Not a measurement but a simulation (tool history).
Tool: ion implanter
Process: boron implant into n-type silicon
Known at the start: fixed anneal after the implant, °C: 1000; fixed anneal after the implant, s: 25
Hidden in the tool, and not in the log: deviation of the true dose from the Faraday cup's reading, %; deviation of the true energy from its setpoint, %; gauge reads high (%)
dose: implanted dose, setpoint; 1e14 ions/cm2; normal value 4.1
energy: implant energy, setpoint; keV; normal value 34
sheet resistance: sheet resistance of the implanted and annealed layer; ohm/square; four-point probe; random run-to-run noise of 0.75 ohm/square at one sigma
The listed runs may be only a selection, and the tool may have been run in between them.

run   hour  dose  energy  wafers since the last listed run  hours since the last dose calibration  hours since the extraction supply was calibrated  hours since the gauge calibration  read-back reference wafer on the same gauge, sheet resistance  sheet resistance
  1      0   4.1      34                                 0                                  114.2                                            1642.7                              202.1                                                         225.03            234.25
  2   17.1   4.1      34                               193                                  131.3                                            1659.8                              219.2                                                         224.91            235.81
  3   32.8   4.1      34                               177                                    147                                            1675.5                              234.9                                                         224.93             234.8
  4   66.6   4.1      34                               383                                  180.8                                            1709.3                              268.7                                                         225.02            236.21
  5  102.1   4.1      34                               402                                  216.3                                            1744.8                              304.2                                                         224.93            235.69
  6  125.6   4.1      34                               266                                  239.8                                            1768.3                              327.7                                                         225.09            235.01
  7  144.4   4.1      34                               213                                  258.6                                            1787.1                              346.5                                                         224.97            235.42
  8  174.8   4.1      34                               344                                    289                                            1817.5                              376.9                                                         225.02             236.3
  9  196.7   4.1      34                               248                                  310.9                                            1839.4                              398.8                                                         225.04            236.79
 10  209.5  4.81      34                               145                                  323.7                                            1852.2                              411.6                                                         225.08            208.99
 11  235.5  4.81      34                               294                                  349.7                                            1878.2                              437.6                                                         225.02            208.18
 12  262.5  4.81      34                               306                                  376.7                                            1905.2                              464.6                                                         224.93            209.28
 13    276   4.1      34                               153                                  390.2                                            1918.7                              478.1                                                         225.09            237.87
     303.4  -- gauge calibrated
 14  305.2   4.1      34                               330                                  419.4                                            1947.9                                1.8                                                         224.95            238.54
 15  319.2   4.1      34                               158                                  433.4                                            1961.9                               15.8                                                         225.03            238.57
 16  350.5   4.1      34                               354                                  464.7                                            1993.2                               47.1                                                         224.94            238.46
 17  365.7  5.31      34                               172                                  479.9                                            2008.4                               62.3                                                         225.15            194.34
 18  386.1  4.86      42                               231                                  500.3                                            2028.8                               82.7                                                          225.2             204.2
 19  404.5  3.67      30                               208                                  518.7                                            2047.2                              101.1                                                         225.02            264.41
 20  429.7  4.46    23.5                               285                                  543.9                                            2072.4                              126.3                                                         224.99            233.44
 21  461.7   4.1      34                               362                                  575.9                                            2104.4                              158.3                                                         225.09            239.05
     497.8  -- extraction supply calibrated
 22    557   4.1      34                               989                                  671.2                                              59.2                              253.6                                                         224.94            242.62
     566.8  -- Faraday cup replaced and dose calibrated
 23  610.1   4.1      34                               511                                   43.3                                             112.3                              306.7                                                         224.89            233.87
 24  628.6   4.1    24.5                               209                                   61.8                                             130.8                              325.2                                                         224.99            242.48
 25  661.9   4.1      28                               377                                   95.1                                             164.1                              358.5                                                            225            240.91
 26  685.4   4.1      34                               266                                  118.6                                             187.6                                382                                                         225.05            234.89
 27  703.8  4.66    29.5                               208                                    137                                               206                              400.4                                                         224.84            213.81
 28  720.8  4.82    44.5                               192                                    154                                               223                              417.4                                                         225.19            200.84
 29  749.4  4.89    28.5                               324                                  182.6                                             251.6                                446                                                         224.89            207.57
 30  771.4  4.81      34                               249                                  204.6                                             273.6                                468                                                         225.13            206.96
 31  792.2   4.1      34                               235                                  225.4                                             294.4                              488.8                                                         225.01             235.7
     827.3  -- gauge calibrated
 32    828   4.1      39                               405                                  261.2                                             330.2                                0.7                                                         225.03            233.25

Take each entry between the runs: how does the hidden state at the last listed run before it differ from the hidden state at the first listed run after it?
In the gap between runs 13 and 14: gauge calibrated (hour 303.4)
  deviation of the true dose from the Faraday cup's reading, %: -1.55 -> -1.77
  measured value less the no-hidden-state value, sheet resistance: +2.94 -> +3.37 ohm/square
In the gap between runs 21 and 22: extraction supply calibrated (hour 497.8)
  deviation of the true dose from the Faraday cup's reading, %: -3.24 -> -4.35
  measured value less the no-hidden-state value, sheet resistance: +6.19 -> +8.46 ohm/square
In the gap between runs 22 and 23: Faraday cup replaced and dose calibrated (hour 566.8)
  deviation of the true dose from the Faraday cup's reading, %: -4.35 -> 0.176
  measured value less the no-hidden-state value, sheet resistance: +8.46 -> -0.33 ohm/square
In the gap between runs 31 and 32: gauge calibrated (hour 827.3)
  deviation of the true dose from the Faraday cup's reading, %: -0.284 -> -0.448
  measured value less the no-hidden-state value, sheet resistance: +0.53 -> +0.84 ohm/square

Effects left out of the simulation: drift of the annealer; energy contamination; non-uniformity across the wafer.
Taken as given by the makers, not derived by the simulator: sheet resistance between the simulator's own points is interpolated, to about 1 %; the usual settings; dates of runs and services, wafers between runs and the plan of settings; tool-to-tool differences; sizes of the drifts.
